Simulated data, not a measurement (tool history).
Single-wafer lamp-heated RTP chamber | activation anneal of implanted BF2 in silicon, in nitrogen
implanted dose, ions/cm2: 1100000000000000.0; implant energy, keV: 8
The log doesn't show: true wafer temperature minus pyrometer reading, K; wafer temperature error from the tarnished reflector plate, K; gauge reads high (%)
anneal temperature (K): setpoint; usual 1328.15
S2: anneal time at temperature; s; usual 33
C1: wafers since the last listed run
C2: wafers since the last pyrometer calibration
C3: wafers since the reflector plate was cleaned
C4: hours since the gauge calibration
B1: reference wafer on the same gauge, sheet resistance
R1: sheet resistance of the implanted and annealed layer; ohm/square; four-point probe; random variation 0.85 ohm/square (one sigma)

run 1 hour=0.0 | anneal_temperature_(K)=1328.15 S2=47 | C1=0 C2=5949 C3=7077 C4=122.8 | B1=180.81 | R1=138.04
-- hour=10.3 gauge calibrated
run 2 hour=14.6 | anneal_temperature_(K)=1320.15 S2=33 | C1=115 C2=6064 C3=7192 C4=4.3 | B1=180.97 | R1=159.97
run 3 hour=23.0 | anneal_temperature_(K)=1328.15 S2=42 | C1=66 C2=6131 C3=7259 C4=12.7 | B1=181.04 | R1=140.94
run 4 hour=36.8 | anneal_temperature_(K)=1328.15 S2=42 | C1=109 C2=6240 C3=7368 C4=26.5 | B1=181.08 | R1=140.60
run 5 hour=47.1 | anneal_temperature_(K)=1328.15 S2=19 | C1=81 C2=6321 C3=7449 C4=36.8 | B1=180.93 | R1=164.11
run 6 hour=58.1 | anneal_temperature_(K)=1328.15 S2=19 | C1=86 C2=6408 C3=7536 C4=47.8 | B1=180.89 | R1=163.13
run 7 hour=66.3 | anneal_temperature_(K)=1328.15 S2=33 | C1=64 C2=6473 C3=7601 C4=56.0 | B1=181.09 | R1=148.54
run 8 hour=82.3 | anneal_temperature_(K)=1328.15 S2=33 | C1=126 C2=6599 C3=7727 C4=72.0 | B1=180.86 | R1=147.42
run 9 hour=89.6 | anneal_temperature_(K)=1328.15 S2=33 | C1=57 C2=6657 C3=7785 C4=79.3 | B1=181.09 | R1=146.50
run 10 hour=105.3 | anneal_temperature_(K)=1328.15 S2=33 | C1=124 C2=6781 C3=7909 C4=95.0 | B1=180.96 | R1=147.48
run 11 hour=113.5 | anneal_temperature_(K)=1350.15 S2=19 | C1=64 C2=6846 C3=7974 C4=103.2 | B1=180.98 | R1=143.03
run 12 hour=131.3 | anneal_temperature_(K)=1328.15 S2=44 | C1=140 C2=6987 C3=8115 C4=121.0 | B1=181.07 | R1=139.20
run 13 hour=141.3 | anneal_temperature_(K)=1328.15 S2=33 | C1=79 C2=7066 C3=8194 C4=131.0 | B1=181.25 | R1=145.95
-- hour=141.6 gauge calibrated
-- hour=149.4 pyrometer window cleaned and pyrometer calibrated
run 14 hour=156.7 | anneal_temperature_(K)=1328.15 S2=19 | C1=58 C2=57 C3=8252 C4=15.1 | B1=181.24 | R1=172.81
run 15 hour=167.8 | anneal_temperature_(K)=1356.15 S2=33 | C1=87 C2=145 C3=8340 C4=26.2 | B1=181.04 | R1=127.86
run 16 hour=178.0 | anneal_temperature_(K)=1339.15 S2=33 | C1=80 C2=226 C3=8421 C4=36.4 | B1=181.01 | R1=146.03
run 17 hour=193.4 | anneal_temperature_(K)=1354.15 S2=25 | C1=121 C2=347 C3=8542 C4=51.8 | B1=181.13 | R1=137.25
run 18 hour=206.6 | anneal_temperature_(K)=1328.15 S2=33 | C1=104 C2=452 C3=8647 C4=65.0 | B1=181.06 | R1=159.03
-- hour=215.4 reflector plate cleaned
run 19 hour=223.7 | anneal_temperature_(K)=1328.15 S2=42 | C1=71 C2=524 C3=65 C4=82.1 | B1=180.89 | R1=153.63
run 20 hour=231.9 | anneal_temperature_(K)=1346.15 S2=27 | C1=64 C2=589 C3=130 C4=90.3 | B1=180.87 | R1=143.09
run 21 hour=248.2 | anneal_temperature_(K)=1328.15 S2=33 | C1=128 C2=717 C3=259 C4=106.6 | B1=180.84 | R1=157.75
run 22 hour=255.7 | anneal_temperature_(K)=1349.15 S2=23 | C1=59 C2=777 C3=318 C4=114.1 | B1=181.06 | R1=145.58
-- hour=299.6 gauge calibrated
run 23 hour=301.9 | anneal_temperature_(K)=1303.15 S2=33 | C1=365 C2=1142 C3=683 C4=2.3 | B1=180.89 | R1=178.56

The tool's hidden state at each run:
wafer temperature error from the tarnished reflector plate, K: 0 in every run
gauge reads high (%): 0 in every run
H1: true wafer temperature minus pyrometer reading, K
run=1 H1=9.85
run=2 H1=10
run=3 H1=10.1
run=4 H1=10.3
run=5 H1=10.4
run=6 H1=10.5
run=7 H1=10.6
run=8 H1=10.8
run=9 H1=10.9
run=10 H1=11
run=11 H1=11.1
run=12 H1=11.3
run=13 H1=11.5
run=14 H1=0.0913
run=15 H1=0.217
run=16 H1=0.333
run=17 H1=0.508
run=18 H1=0.658
run=19 H1=0.852
run=20 H1=0.945
run=21 H1=1.13
run=22 H1=1.22
run=23 H1=1.74

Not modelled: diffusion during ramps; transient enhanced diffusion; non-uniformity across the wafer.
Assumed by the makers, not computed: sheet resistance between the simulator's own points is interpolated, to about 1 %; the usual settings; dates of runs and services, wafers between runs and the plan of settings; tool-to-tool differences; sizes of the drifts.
